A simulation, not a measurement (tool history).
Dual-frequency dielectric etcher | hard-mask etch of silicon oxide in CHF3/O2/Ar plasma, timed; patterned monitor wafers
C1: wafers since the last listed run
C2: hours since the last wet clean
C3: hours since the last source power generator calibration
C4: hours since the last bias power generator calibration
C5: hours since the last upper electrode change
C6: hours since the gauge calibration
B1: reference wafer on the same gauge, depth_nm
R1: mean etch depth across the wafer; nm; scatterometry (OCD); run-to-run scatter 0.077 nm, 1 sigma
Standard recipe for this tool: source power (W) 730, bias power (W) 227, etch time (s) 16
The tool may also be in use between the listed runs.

{"run": 1, "hour": 0.0, "source power (W)": 730, "bias power (W)": 227, "etch time (s)": 16, "C1": 0, "C2": 232.6, "C3": 118.6, "C4": 3030, "C5": 0.5, "C6": 451.8, "B1": 35.7, "R1": 36.47}
{"run": 2, "hour": 0.4, "source power (W)": 730, "bias power (W)": 227, "etch time (s)": 16, "C1": 3, "C2": 233, "C3": 119, "C4": 3030.4, "C5": 0.9, "C6": 452.2, "B1": 35.71, "R1": 36.45}
{"run": 3, "hour": 22.8, "source power (W)": 730, "bias power (W)": 227, "etch time (s)": 16, "C1": 199, "C2": 255.4, "C3": 141.4, "C4": 3052.8, "C5": 23.3, "C6": 474.6, "B1": 35.7, "R1": 36.4}
{"run": 4, "hour": 49.0, "source power (W)": 730, "bias power (W)": 227, "etch time (s)": 16, "C1": 233, "C2": 281.6, "C3": 167.6, "C4": 3079, "C5": 49.5, "C6": 500.8, "B1": 35.71, "R1": 36.37}
{"run": 5, "hour": 76.0, "source power (W)": 730, "bias power (W)": 227, "etch time (s)": 16, "C1": 240, "C2": 308.6, "C3": 194.6, "C4": 3106, "C5": 76.5, "C6": 527.8, "B1": 35.71, "R1": 36.47}
{"run": 6, "hour": 100.8, "source power (W)": 730, "bias power (W)": 227, "etch time (s)": 16, "C1": 221, "C2": 333.4, "C3": 219.4, "C4": 3130.8, "C5": 101.3, "C6": 552.6, "B1": 35.69, "R1": 36.54}
{"run": 7, "hour": 124.6, "source power (W)": 730, "bias power (W)": 227, "etch time (s)": 13, "C1": 212, "C2": 357.2, "C3": 243.2, "C4": 3154.6, "C5": 125.1, "C6": 576.4, "B1": 35.68, "R1": 29.54}
{"run": 8, "hour": 160.2, "source power (W)": 840, "bias power (W)": 211, "etch time (s)": 20.5, "C1": 317, "C2": 392.8, "C3": 278.8, "C4": 3190.2, "C5": 160.7, "C6": 612, "B1": 35.71, "R1": 48.76}
{"run": 9, "hour": 182.5, "source power (W)": 730, "bias power (W)": 227, "etch time (s)": 16, "C1": 198, "C2": 415.1, "C3": 301.1, "C4": 3212.5, "C5": 183, "C6": 634.3, "B1": 35.7, "R1": 36.41}
{"hour": 208.0, "done": "bias power generator calibrated"}
{"run": 10, "hour": 255.9, "source power (W)": 570, "bias power (W)": 174, "etch time (s)": 17.5, "C1": 618, "C2": 488.5, "C3": 374.5, "C4": 47.9, "C5": 256.4, "C6": 707.7, "B1": 35.69, "R1": 31.95}
{"run": 11, "hour": 268.8, "source power (W)": 730, "bias power (W)": 193, "etch time (s)": 16, "C1": 115, "C2": 501.4, "C3": 387.4, "C4": 60.8, "C5": 269.3, "C6": 720.6, "B1": 35.71, "R1": 34.32}
{"run": 12, "hour": 282.8, "source power (W)": 650, "bias power (W)": 273, "etch time (s)": 16, "C1": 124, "C2": 515.4, "C3": 401.4, "C4": 74.8, "C5": 283.3, "C6": 734.6, "B1": 35.69, "R1": 36.78}
{"run": 13, "hour": 308.5, "source power (W)": 730, "bias power (W)": 227, "etch time (s)": 16, "C1": 229, "C2": 541.1, "C3": 427.1, "C4": 100.5, "C5": 309, "C6": 760.3, "B1": 35.71, "R1": 36.47}
{"run": 14, "hour": 344.1, "source power (W)": 730, "bias power (W)": 227, "etch time (s)": 16, "C1": 317, "C2": 576.7, "C3": 462.7, "C4": 136.1, "C5": 344.6, "C6": 795.9, "B1": 35.72, "R1": 36.51}
{"hour": 382.6, "done": "wet clean of the chamber"}
{"run": 15, "hour": 383.1, "source power (W)": 730, "bias power (W)": 227, "etch time (s)": 16, "C1": 133, "C2": 0.5, "C3": 501.7, "C4": 175.1, "C5": 383.6, "C6": 834.9, "B1": 35.71, "R1": 36.28}
{"run": 16, "hour": 388.0, "source power (W)": 790, "bias power (W)": 266, "etch time (s)": 16, "C1": 43, "C2": 5.4, "C3": 506.6, "C4": 180, "C5": 388.5, "C6": 839.8, "B1": 35.69, "R1": 39.94}
{"run": 17, "hour": 406.9, "source power (W)": 730, "bias power (W)": 227, "etch time (s)": 16, "C1": 168, "C2": 24.3, "C3": 525.5, "C4": 198.9, "C5": 407.4, "C6": 858.7, "B1": 35.68, "R1": 36.42}
{"run": 18, "hour": 437.0, "source power (W)": 830, "bias power (W)": 274, "etch time (s)": 13, "C1": 268, "C2": 54.4, "C3": 555.6, "C4": 229, "C5": 437.5, "C6": 888.8, "B1": 35.7, "R1": 33.74}
{"hour": 439.9, "done": "gauge calibrated"}
{"run": 19, "hour": 455.5, "source power (W)": 730, "bias power (W)": 242, "etch time (s)": 16, "C1": 164, "C2": 72.9, "C3": 574.1, "C4": 247.5, "C5": 456, "C6": 15.6, "B1": 35.69, "R1": 37.16}
{"run": 20, "hour": 472.3, "source power (W)": 730, "bias power (W)": 196, "etch time (s)": 16, "C1": 149, "C2": 89.7, "C3": 590.9, "C4": 264.3, "C5": 472.8, "C6": 32.4, "B1": 35.7, "R1": 34.6}
{"run": 21, "hour": 492.5, "source power (W)": 730, "bias power (W)": 227, "etch time (s)": 16, "C1": 180, "C2": 109.9, "C3": 611.1, "C4": 284.5, "C5": 493, "C6": 52.6, "B1": 35.69, "R1": 36.47}
{"run": 22, "hour": 505.3, "source power (W)": 730, "bias power (W)": 227, "etch time (s)": 16, "C1": 114, "C2": 122.7, "C3": 623.9, "C4": 297.3, "C5": 505.8, "C6": 65.4, "B1": 35.7, "R1": 36.43}
{"run": 23, "hour": 534.4, "source power (W)": 910, "bias power (W)": 243, "etch time (s)": 14, "C1": 259, "C2": 151.8, "C3": 653, "C4": 326.4, "C5": 534.9, "C6": 94.5, "B1": 35.68, "R1": 36.23}
{"run": 24, "hour": 569.8, "source power (W)": 640, "bias power (W)": 273, "etch time (s)": 16, "C1": 315, "C2": 187.2, "C3": 688.4, "C4": 361.8, "C5": 570.3, "C6": 129.9, "B1": 35.69, "R1": 36.41}
{"run": 25, "hour": 598.8, "source power (W)": 730, "bias power (W)": 227, "etch time (s)": 16, "C1": 258, "C2": 216.2, "C3": 717.4, "C4": 390.8, "C5": 599.3, "C6": 158.9, "B1": 35.69, "R1": 36.43}
{"run": 26, "hour": 628.4, "source power (W)": 730, "bias power (W)": 227, "etch time (s)": 16, "C1": 263, "C2": 245.8, "C3": 747, "C4": 420.4, "C5": 628.9, "C6": 188.5, "B1": 35.68, "R1": 36.49}
{"run": 27, "hour": 656.9, "source power (W)": 550, "bias power (W)": 277, "etch time (s)": 20, "C1": 254, "C2": 274.3, "C3": 775.5, "C4": 448.9, "C5": 657.4, "C6": 217, "B1": 35.7, "R1": 42.27}
{"run": 28, "hour": 690.6, "source power (W)": 570, "bias power (W)": 275, "etch time (s)": 20.5, "C1": 300, "C2": 308, "C3": 809.2, "C4": 482.6, "C5": 691.1, "C6": 250.7, "B1": 35.7, "R1": 44.16}
{"run": 29, "hour": 722.3, "source power (W)": 730, "bias power (W)": 278, "etch time (s)": 16, "C1": 282, "C2": 339.7, "C3": 840.9, "C4": 514.3, "C5": 722.8, "C6": 282.4, "B1": 35.73, "R1": 39.09}
{"run": 30, "hour": 747.7, "source power (W)": 730, "bias power (W)": 227, "etch time (s)": 16, "C1": 226, "C2": 365.1, "C3": 866.3, "C4": 539.7, "C5": 748.2, "C6": 307.8, "B1": 35.68, "R1": 36.51}

For each run, what was the tool's unlogged condition?
etch rate over this chamber's usual, %: 0 across all the runs
source power that arrives over what is set, %: 0 across all the runs
bias power that arrives over what is set, %: 0 across all the runs
gauge reads high (%): 0 across all the runs
